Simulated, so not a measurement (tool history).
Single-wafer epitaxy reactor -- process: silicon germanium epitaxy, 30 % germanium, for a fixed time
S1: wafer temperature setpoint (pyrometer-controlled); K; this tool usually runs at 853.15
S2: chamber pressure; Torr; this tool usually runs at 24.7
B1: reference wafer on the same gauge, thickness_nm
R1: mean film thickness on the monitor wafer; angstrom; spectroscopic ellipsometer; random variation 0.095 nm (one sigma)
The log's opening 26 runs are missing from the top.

| run | hour | S1 | S2 | B1 | R1 |
|---|---|---|---|---|---|
| 27 | 303.3 | 867.15 | 20.4 | 42.500 | 482.08 |
| 28 | 319.9 | 849.15 | 28.6 | 42.534 | 399.54 |
| 29 | 335.7 | 841.15 | 22.6 | 42.504 | 320.61 |
| 30 | 347.4 | 847.15 | 24.7 | 42.493 | 367.90 |
| 31 | 357.0 | 841.15 | 30.0 | 42.518 | 353.52 |
| 32 | 370.6 | 853.15 | 24.7 | 42.496 | 406.51 |
| 33 | 386.6 | 853.15 | 24.7 | 42.490 | 409.42 |
| 34 | 411.6 | 847.15 | 27.1 | 42.443 | 379.41 |

Here are 5 independent what-if runs from the current tool condition. What would each one return?
| A | 412.0 | 853.15 | 24.7 | ? | ? |
| B | 412.0 | 838.15 | 19.0 | ? | ? |
| C | 412.0 | 858.15 | 20.3 | ? | ? |
| D | 412.0 | 863.15 | 30.1 | ? | ? |
| E | 412.0 | 839.15 | 26.3 | ? | ? |

| run | B1 | R1 |
|---|---|---|
| A | 42.503 | 407.46 |
| B | 42.503 | 287.90 |
| C | 42.503 | 415.63 |
| D | 42.503 | 516.44 |
| E | 42.503 | 326.44 |
Without the tool's unlogged condition, the same runs would have read:
| run | R1 |
|---|---|
| A | 406.97 |
| B | 287.53 |
| C | 415.13 |
| D | 515.83 |
| E | 326.03 |
